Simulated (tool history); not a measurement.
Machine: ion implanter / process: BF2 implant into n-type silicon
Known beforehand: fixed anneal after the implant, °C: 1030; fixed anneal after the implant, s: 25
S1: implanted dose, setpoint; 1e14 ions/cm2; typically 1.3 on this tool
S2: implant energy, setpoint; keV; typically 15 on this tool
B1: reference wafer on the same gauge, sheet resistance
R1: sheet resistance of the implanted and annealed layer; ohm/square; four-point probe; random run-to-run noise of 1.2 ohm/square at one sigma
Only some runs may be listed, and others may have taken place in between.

| run | hour | S1 | S2 | B1 | R1 |
|---|---|---|---|---|---|
| 1 | 0 | 1.3 | 15 | 647.1 | 778.7 |
| 2 | 61.2 | 1.3 | 15 | 646.88 | 779.08 |
| 3 | 156.9 | 1.04 | 15 | 647.07 | 945.1 |
| 4 | 211 | 1.04 | 15 | 646.94 | 940.81 |
| 5 | 258.4 | 1.04 | 15 | 646.84 | 943.63 |
| 6 | 335.7 | 1.3 | 13.5 | 647 | 789.95 |
| 7 | 578.3 | 1.3 | 13.5 | 646.92 | 793.53 |
| 8 | 683.3 | 1.3 | 13.5 | 646.81 | 793.69 |
| 9 | 735.6 | 1.3 | 16 | 646.79 | 779.43 |
| 10 | 829.2 | 1.3 | 16 | 647.19 | 781.59 |
| 11 | 936.3 | 1.11 | 15 | 647.12 | 900.27 |
|  | 976.4 | Faraday cup replaced and dose calibrated |
| 12 | 997.9 | 1.3 | 13 | 647.16 | 791.52 |
| 13 | 1054.2 | 1.3 | 13 | 646.89 | 789.61 |
| 14 | 1161.8 | 1.3 | 11.5 | 647.09 | 798.8 |
| 15 | 1259.3 | 1.3 | 15 | 646.91 | 776.84 |
| 16 | 1337 | 1.3 | 15 | 647.08 | 776.56 |
| 17 | 1375.3 | 1.3 | 15 | 647.01 | 776.41 |
| 18 | 1426.3 | 1.16 | 13 | 646.98 | 871.71 |
|  | 1493.1 | extraction supply calibrated |
| 19 | 1494.8 | 0.91 | 18.5 | 647.08 | 1022.25 |
| 20 | 1542.8 | 1.3 | 15 | 646.92 | 776.11 |
| 21 | 1614.3 | 1.12 | 15 | 647.04 | 882.18 |
| 22 | 1690.5 | 1.3 | 15 | 646.78 | 779.34 |
| 23 | 1736.9 | 0.96 | 18 | 647.07 | 982.25 |
|  | 1757.5 | gauge calibrated |
| 24 | 1801 | 1.3 | 15 | 646.98 | 777.11 |
| 25 | 1891.9 | 1.09 | 13 | 647.11 | 920.33 |
| 26 | 2123 | 1.44 | 10.5 | 646.98 | 742.55 |
| 27 | 2226 | 1.59 | 16.5 | 647.02 | 648.74 |
| 28 | 2281.3 | 1.19 | 13.5 | 647.03 | 854.63 |
| 29 | 2376.5 | 1.12 | 11.5 | 647.02 | 918.92 |
| 30 | 2469.8 | 1.48 | 12.5 | 646.96 | 714.43 |
| 31 | 2536 | 1.53 | 15 | 646.88 | 682.24 |
| 32 | 2642.8 | 1.3 | 15 | 646.89 | 787.81 |
| 33 | 2722.3 | 0.94 | 16.5 | 647.01 | 1022.91 |
| 34 | 2796.5 | 1.67 | 10.5 | 646.85 | 656.87 |

Below are 5 alternative next runs, each starting from the tool's condition after run 34. Predict each:
| A | 2796.9 | 1.3 | 10 | ? | ? |
| B | 2796.9 | 1.6 | 12 | ? | ? |
| C | 2796.9 | 1.3 | 12 | ? | ? |
| D | 2796.9 | 0.97 | 15 | ? | ? |
| E | 2796.9 | 1.16 | 17.5 | ? | ? |

| run | B1 | R1 |
|---|---|---|
| A | 646.88 | 823.11 |
| B | 646.88 | 671.39 |
| C | 646.88 | 805.8 |
| D | 646.88 | 1007.04 |
| E | 646.88 | 848.72 |
Without the tool's hidden state the same runs would have given:
| run | R1 |
|---|---|
| A | 809.23 |
| B | 660.13 |
| C | 792.34 |
| D | 990.95 |
| E | 835.03 |
